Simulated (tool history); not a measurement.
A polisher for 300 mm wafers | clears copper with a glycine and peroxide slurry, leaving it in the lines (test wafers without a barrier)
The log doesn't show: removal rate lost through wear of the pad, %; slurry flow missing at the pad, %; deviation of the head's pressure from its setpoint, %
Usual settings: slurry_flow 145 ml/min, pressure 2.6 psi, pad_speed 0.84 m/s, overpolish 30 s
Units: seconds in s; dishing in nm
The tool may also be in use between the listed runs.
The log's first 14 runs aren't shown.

run    hour  slurry_flow  pressure  pad_speed  overpolish  wafers since the last listed run  wafers polished on this pad  hours since the slurry nozzle was cleaned  hours since the head pressure was calibrated  incoming thickness of the incoming film, nm  seconds  dishing
 15   583.9          145       2.6       0.84          30                               434                          704                                      469.7                                         521.0                                        421.2     78.5     90.9
      612.8  -- slurry nozzle cleaned
 16   622.4          145       2.9       0.92          37                               303                         1008                                        9.6                                         559.5                                        413.4     66.1    117.3
      660.9  -- head pressure recalibrated
 17   685.9          145       2.6       0.84          30                               498                         1506                                       73.1                                          25.0                                        417.3     77.8     88.2
 18   726.3          100       2.6       0.94          30                               327                         1833                                      113.5                                          65.4                                        428.1     83.4     87.6
 19   794.0          160       2.6       0.84          30                               548                         2382                                      181.2                                         133.1                                        415.4     79.5     88.0
      801.9  -- worn pad replaced by a new one, of another model than before
 20   848.6          145       2.9       0.84          44                               409                          378                                      235.8                                         187.7                                        422.0     70.7    127.1
 21   913.3          165       2.6       0.84          24                               524                          902                                      300.5                                         252.4                                        422.0     77.0     78.1
 22   985.1          145       2.6       0.84          16                               581                         1484                                      372.3                                         324.2                                        417.5     79.0     54.7
 23  1029.8          145       2.2       0.84          12                               362                         1846                                      417.0                                         368.9                                        428.1     97.3     36.6
 24  1064.2          145       2.6       0.84          30                               278                         2124                                      451.4                                         403.3                                        419.5     81.8     89.7
     1133.1  -- worn pad replaced by a new one
 25  1133.6          145       2.6       0.58          30                               529                            3                                      520.8                                         472.7                                        424.8     95.4     81.4
     1136.7  -- slurry nozzle cleaned
 26  1189.8          100       2.6       0.94          30                               447                          450                                       53.1                                         528.9                                        415.9     75.7     91.4
 27  1253.2          145       1.9       0.84          21                               513                          964                                      116.5                                         592.3                                        424.1    106.9     54.2
     1314.3  -- head pressure recalibrated
 28  1315.6          125       2.6       0.84          30                               489                         1453                                      178.9                                           1.3                                        425.0     82.0     89.5
 29  1349.7          190       2.6       0.84          30                               276                         1729                                      213.0                                          35.4                                        418.1     77.9     92.1
 30  1387.4          145       1.8       0.84          23                               305                         2035                                      250.7                                          73.1                                        411.5    112.8     53.8
     1405.5  -- worn pad replaced by a new one
 31  1440.8          170       2.6       1.02          43                               400                          286                                      304.1                                         126.5                                        417.7     66.3    122.4

5 ways to go on from here, each from the tool as it stands after run 31. What would each give?
  A  1441.3          145       2.6       0.84          30                                 4                          290                                      304.6                                         127.0                                        414.8        ?        ?
  B  1441.3          145       3.4       0.84          17                                 4                          290                                      304.6                                         127.0                                        414.8        ?        ?
  C  1441.3          190       1.8       0.84          38                                 4                          290                                      304.6                                         127.0                                        414.8        ?        ?
  D  1441.3          125       2.6       0.84          35                                 4                          290                                      304.6                                         127.0                                        414.8        ?        ?
  E  1441.3          145       2.3       0.72          19                                 4                          290                                      304.6                                         127.0                                        414.8        ?        ?

run  seconds  dishing
  A     76.9     89.9
  B     59.2     72.3
  C    106.5     82.4
  D     78.1     98.9
  E     94.3     53.6
Without the tool's hidden state the same runs would have given:
run  seconds  dishing
  A     75.8     90.8
  B     58.3     73.2
  C    105.0     83.2
  D     77.0     99.9
  E     92.9     54.2
